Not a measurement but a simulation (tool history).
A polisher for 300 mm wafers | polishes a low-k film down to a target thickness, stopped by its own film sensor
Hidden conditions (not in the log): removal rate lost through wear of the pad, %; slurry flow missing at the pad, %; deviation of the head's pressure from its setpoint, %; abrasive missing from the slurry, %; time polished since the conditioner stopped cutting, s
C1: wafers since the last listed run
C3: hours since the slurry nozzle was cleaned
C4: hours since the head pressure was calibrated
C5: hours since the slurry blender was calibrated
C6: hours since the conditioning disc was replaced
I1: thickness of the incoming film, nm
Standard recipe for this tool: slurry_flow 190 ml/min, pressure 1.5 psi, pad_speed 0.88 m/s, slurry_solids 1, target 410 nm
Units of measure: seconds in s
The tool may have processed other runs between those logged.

{"run": 1, "day": 0.0, "slurry_flow": 190, "pressure": 1.2, "pad_speed": 0.88, "slurry_solids": 0.8, "target": 410, "C1": 0, "wafers polished on this pad": 1770, "C3": 43, "C4": 492, "C5": 339, "C6": 120.1, "I1": 433.6, "seconds": 149}
{"day": 1.504, "done": "worn pad replaced by a new one"}
{"run": 2, "day": 2.054, "slurry_flow": 190, "pressure": 1.2, "pad_speed": 0.88, "slurry_solids": 0.8, "target": 410, "C1": 469, "wafers polished on this pad": 136, "C3": 92.3, "C4": 541.3, "C5": 388.3, "C6": 169.4, "I1": 433.7, "seconds": 153.2}
{"day": 3.171, "done": "slurry blender recalibrated"}
{"run": 3, "day": 4.496, "slurry_flow": 190, "pressure": 1.5, "pad_speed": 0.88, "slurry_solids": 1.15, "target": 410, "C1": 586, "wafers polished on this pad": 723, "C3": 150.9, "C4": 599.9, "C5": 31.8, "C6": 228, "I1": 428.6, "seconds": 82.3}
{"day": 5.204, "done": "conditioning disc replaced and pad reconditioned"}
{"run": 4, "day": 5.825, "slurry_flow": 190, "pressure": 1.5, "pad_speed": 0.88, "slurry_solids": 1.15, "target": 410, "C1": 310, "wafers polished on this pad": 1033, "C3": 182.8, "C4": 631.8, "C5": 63.7, "C6": 14.9, "I1": 431, "seconds": 87.3}
{"day": 7.417, "done": "slurry nozzle cleaned"}
{"day": 10.821, "done": "worn pad replaced by a new one"}
{"run": 5, "day": 10.842, "slurry_flow": 190, "pressure": 1.5, "pad_speed": 0.88, "slurry_solids": 1.15, "target": 410, "C1": 1196, "wafers polished on this pad": 5, "C3": 82.2, "C4": 752.2, "C5": 184.1, "C6": 135.3, "I1": 429.1, "seconds": 81.9}
{"run": 6, "day": 12.479, "slurry_flow": 190, "pressure": 1.5, "pad_speed": 0.88, "slurry_solids": 1, "target": 410, "C1": 407, "wafers polished on this pad": 413, "C3": 121.5, "C4": 791.5, "C5": 223.4, "C6": 174.6, "I1": 435.6, "seconds": 118.7}
{"run": 7, "day": 14.158, "slurry_flow": 190, "pressure": 1.5, "pad_speed": 0.88, "slurry_solids": 1, "target": 410, "C1": 417, "wafers polished on this pad": 830, "C3": 161.8, "C4": 831.8, "C5": 263.7, "C6": 214.9, "I1": 430, "seconds": 94.1}
{"day": 14.808, "done": "conditioning disc replaced and pad reconditioned"}
{"run": 8, "day": 15.3, "slurry_flow": 170, "pressure": 1.5, "pad_speed": 0.88, "slurry_solids": 1, "target": 410, "C1": 263, "wafers polished on this pad": 1094, "C3": 189.2, "C4": 859.2, "C5": 291.1, "C6": 11.8, "I1": 432.4, "seconds": 99.1}
{"day": 18.017, "done": "slurry nozzle cleaned"}
{"day": 19.329, "done": "worn pad replaced by a new one"}
{"day": 20.2, "done": "slurry blender recalibrated"}
{"run": 9, "day": 23.088, "slurry_flow": 170, "pressure": 1.5, "pad_speed": 0.88, "slurry_solids": 1, "target": 410, "C1": 1865, "wafers polished on this pad": 914, "C3": 121.7, "C4": 1046.1, "C5": 69.3, "C6": 198.7, "I1": 437.2, "seconds": 127.9}
{"day": 24.254, "done": "conditioning disc replaced and pad reconditioned"}
{"run": 10, "day": 24.929, "slurry_flow": 170, "pressure": 1.5, "pad_speed": 0.88, "slurry_solids": 1, "target": 410, "C1": 437, "wafers polished on this pad": 1351, "C3": 165.9, "C4": 1090.3, "C5": 113.5, "C6": 16.2, "I1": 428.6, "seconds": 79.4}
{"day": 26.446, "done": "slurry nozzle cleaned"}
{"run": 11, "day": 27.638, "slurry_flow": 190, "pressure": 1.5, "pad_speed": 0.88, "slurry_solids": 1.2, "target": 415, "C1": 663, "wafers polished on this pad": 2015, "C3": 28.6, "C4": 1155.3, "C5": 178.5, "C6": 81.2, "I1": 435.5, "seconds": 80.9}
{"day": 28.604, "done": "worn pad replaced by a new one"}
{"run": 12, "day": 30.442, "slurry_flow": 190, "pressure": 1.5, "pad_speed": 0.88, "slurry_solids": 1, "target": 410, "C1": 656, "wafers polished on this pad": 457, "C3": 95.9, "C4": 1222.6, "C5": 245.8, "C6": 148.5, "I1": 429.1, "seconds": 86.1}
{"day": 32.275, "done": "head pressure recalibrated"}
{"run": 13, "day": 32.721, "slurry_flow": 190, "pressure": 1.5, "pad_speed": 0.88, "slurry_solids": 1, "target": 410, "C1": 546, "wafers polished on this pad": 1003, "C3": 150.6, "C4": 10.7, "C5": 300.5, "C6": 203.2, "I1": 435.8, "seconds": 127}
{"day": 33.083, "done": "conditioning disc replaced and pad reconditioned"}
{"run": 14, "day": 34.421, "slurry_flow": 125, "pressure": 1.5, "pad_speed": 0.88, "slurry_solids": 1, "target": 404, "C1": 402, "wafers polished on this pad": 1406, "C3": 191.4, "C4": 51.5, "C5": 341.3, "C6": 32.1, "I1": 425.5, "seconds": 106.7}
{"day": 35.725, "done": "slurry nozzle cleaned"}
{"run": 15, "day": 36.596, "slurry_flow": 190, "pressure": 1.5, "pad_speed": 0.88, "slurry_solids": 1, "target": 410, "C1": 530, "wafers polished on this pad": 1937, "C3": 20.9, "C4": 103.7, "C5": 393.5, "C6": 84.3, "I1": 428.6, "seconds": 86.2}
{"day": 37.125, "done": "slurry blender recalibrated"}
{"day": 38.742, "done": "worn pad replaced by a new one"}
{"run": 16, "day": 38.762, "slurry_flow": 190, "pressure": 1.3, "pad_speed": 0.66, "slurry_solids": 1, "target": 414, "C1": 477, "wafers polished on this pad": 4, "C3": 72.9, "C4": 155.7, "C5": 39.3, "C6": 136.3, "I1": 421.9, "seconds": 50.4}
{"run": 17, "day": 41.262, "slurry_flow": 190, "pressure": 1.5, "pad_speed": 1.16, "slurry_solids": 0.8, "target": 410, "C1": 622, "wafers polished on this pad": 627, "C3": 132.9, "C4": 215.7, "C5": 99.3, "C6": 196.3, "I1": 436.7, "seconds": 125}
{"day": 42.392, "done": "conditioning disc replaced and pad reconditioned"}
{"run": 18, "day": 43.554, "slurry_flow": 145, "pressure": 1.3, "pad_speed": 0.88, "slurry_solids": 0.9, "target": 410, "C1": 549, "wafers polished on this pad": 1176, "C3": 187.9, "C4": 270.7, "C5": 154.3, "C6": 27.9, "I1": 433.6, "seconds": 135.2}
{"run": 19, "day": 44.908, "slurry_flow": 190, "pressure": 1.4, "pad_speed": 0.88, "slurry_solids": 1, "target": 410, "C1": 337, "wafers polished on this pad": 1513, "C3": 220.4, "C4": 303.2, "C5": 186.8, "C6": 60.4, "I1": 425.6, "seconds": 74.7}
{"day": 45.646, "done": "slurry nozzle cleaned"}
{"run": 20, "day": 46.058, "slurry_flow": 190, "pressure": 1.5, "pad_speed": 0.88, "slurry_solids": 1, "target": 410, "C1": 275, "wafers polished on this pad": 1789, "C3": 9.9, "C4": 330.8, "C5": 214.4, "C6": 88, "I1": 429.8, "seconds": 92}
{"run": 21, "day": 48.058, "slurry_flow": 165, "pressure": 1.3, "pad_speed": 0.68, "slurry_solids": 1, "target": 413, "C1": 497, "wafers polished on this pad": 2287, "C3": 57.9, "C4": 378.8, "C5": 262.4, "C6": 136, "I1": 430.9, "seconds": 112.4}

5 options for the next run, each taken on its own from the tool as it stands now. Forecast them:
{"run": "A", "day": 48.075, "slurry_flow": 190, "pressure": 1.5, "pad_speed": 0.88, "slurry_solids": 1, "target": 410, "C1": 4, "wafers polished on this pad": 2291, "C3": 58.3, "C4": 379.2, "C5": 262.8, "C6": 136.4, "I1": 425.9, "seconds": "?"}
{"run": "B", "day": 48.075, "slurry_flow": 220, "pressure": 1.5, "pad_speed": 0.88, "slurry_solids": 1.2, "target": 415, "C1": 4, "wafers polished on this pad": 2291, "C3": 58.3, "C4": 379.2, "C5": 262.8, "C6": 136.4, "I1": 425.9, "seconds": "?"}
{"run": "C", "day": 48.075, "slurry_flow": 190, "pressure": 1.7, "pad_speed": 0.88, "slurry_solids": 1.1, "target": 410, "C1": 4, "wafers polished on this pad": 2291, "C3": 58.3, "C4": 379.2, "C5": 262.8, "C6": 136.4, "I1": 425.9, "seconds": "?"}
{"run": "D", "day": 48.075, "slurry_flow": 190, "pressure": 1.3, "pad_speed": 1, "slurry_solids": 1.15, "target": 412, "C1": 4, "wafers polished on this pad": 2291, "C3": 58.3, "C4": 379.2, "C5": 262.8, "C6": 136.4, "I1": 425.9, "seconds": "?"}
{"run": "E", "day": 48.075, "slurry_flow": 190, "pressure": 1.9, "pad_speed": 0.88, "slurry_solids": 1, "target": 410, "C1": 4, "wafers polished on this pad": 2291, "C3": 58.3, "C4": 379.2, "C5": 262.8, "C6": 136.4, "I1": 425.9, "seconds": "?"}

run=A seconds=74.2
run=B seconds=45.5
run=C seconds=63.2
run=D seconds=63.7
run=E seconds=60.1
The same runs, with their run-to-run variation unchanged, on a tool lacking any hidden condition would have given:
run=A seconds=71.8
run=B seconds=44.1
run=C seconds=60.9
run=D seconds=61.8
run=E seconds=57.6
